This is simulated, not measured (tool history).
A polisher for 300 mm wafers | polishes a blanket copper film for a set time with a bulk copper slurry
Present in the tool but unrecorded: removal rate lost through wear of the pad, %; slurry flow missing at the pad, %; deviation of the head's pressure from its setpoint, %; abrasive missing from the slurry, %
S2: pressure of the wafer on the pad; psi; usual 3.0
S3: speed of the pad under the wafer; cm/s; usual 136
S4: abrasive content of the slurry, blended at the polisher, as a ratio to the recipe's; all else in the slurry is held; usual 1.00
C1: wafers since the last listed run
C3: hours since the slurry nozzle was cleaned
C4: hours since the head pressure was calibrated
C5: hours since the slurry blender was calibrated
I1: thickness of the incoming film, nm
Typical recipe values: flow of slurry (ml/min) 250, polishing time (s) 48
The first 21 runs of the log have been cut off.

Run 22, hour 1277.9: usual settings but flow of slurry (ml/min) 220, S2 2.0 psi; C1 857; wafers polished on this pad 3009; C3 70.1; C4 454.9; C5 317.7; I1 3939.2. Result: film removed (Å) 4105.
Run 23, hour 1315.1: usual settings; C1 502; wafers polished on this pad 3512; C3 107.3; C4 492.1; C5 354.9; I1 3926.7. Result: film removed (Å) 6119.
At hour 1339.2: slurry blender recalibrated.
At hour 1448.3: worn pad replaced by a new one.
Run 24, hour 1473.0: usual settings but flow of slurry (ml/min) 325, S2 2.1 psi; C1 2050; wafers polished on this pad 333; C3 265.2; C4 650.0; C5 133.8; I1 3917.6. Result: film removed (Å) 4388.
Run 25, hour 1529.5: usual settings but S3 110 cm/s, polishing time (s) 56; C1 762; wafers polished on this pad 1096; C3 321.7; C4 706.5; C5 190.3; I1 3826.6. Result: film removed (Å) 6270.
At hour 1550.8: slurry nozzle cleaned.
Run 26, hour 1601.0: usual settings but flow of slurry (ml/min) 325, S2 2.7 psi, S3 184 cm/s, S4 1.10; C1 951; wafers polished on this pad 2048; C3 50.2; C4 778.0; C5 261.8; I1 3939.6. Result: film removed (Å) 7114.
Run 27, hour 1662.2: usual settings but flow of slurry (ml/min) 210, S2 3.8 psi, S3 168 cm/s, S4 1.15; C1 826; wafers polished on this pad 2874; C3 111.4; C4 839.2; C5 323.0; I1 3956.6. Result: film removed (Å) 9030.
Run 28, hour 1709.3: usual settings but S3 182 cm/s, S4 1.15, polishing time (s) 62; C1 635; wafers polished on this pad 3510; C3 158.5; C4 886.3; C5 370.1; I1 3818.5. Result: film removed (Å) 10155.
At hour 1727.4: slurry blender recalibrated.
At hour 1819.4: worn pad replaced by a new one.
Run 29, hour 1823.7: usual settings but S2 2.1 psi, polishing time (s) 65; C1 1463; wafers polished on this pad 57; C3 272.9; C4 1000.7; C5 96.3; I1 3820.7. Result: film removed (Å) 5712.
At hour 1841.6: head pressure recalibrated.
Run 30, hour 1868.0: usual settings but S2 3.6 psi, S4 1.10; C1 571; wafers polished on this pad 628; C3 317.2; C4 26.4; C5 140.6; I1 3808.8. Result: film removed (Å) 7474.
Run 31, hour 1930.4: usual settings but polishing time (s) 43; C1 842; wafers polished on this pad 1471; C3 379.6; C4 88.8; C5 203.0; I1 3903.2. Result: film removed (Å) 5520.

Below are 3 alternative next runs, each starting from the tool's condition after run 31. Predict each:
Run A, hour 1930.8: usual settings; C1 5; wafers polished on this pad 1476; C3 380.0; C4 89.2; C5 203.4; I1 3953.2. Result: film removed (Å) ?.
Run B, hour 1930.8: usual settings but flow of slurry (ml/min) 225, S2 3.5 psi, S4 0.85, polishing time (s) 58; C1 5; wafers polished on this pad 1476; C3 380.0; C4 89.2; C5 203.4; I1 3953.2. Result: film removed (Å) ?.
Run C, hour 1930.8: usual settings but S3 174 cm/s; C1 5; wafers polished on this pad 1476; C3 380.0; C4 89.2; C5 203.4; I1 3953.2. Result: film removed (Å) ?.

run  film removed (Å)
  A              6273
  B              8473
  C              7397
What these runs would have given with no unlogged condition in the tool:
run  film removed (Å)
  A              6273
  B              8473
  C              7397
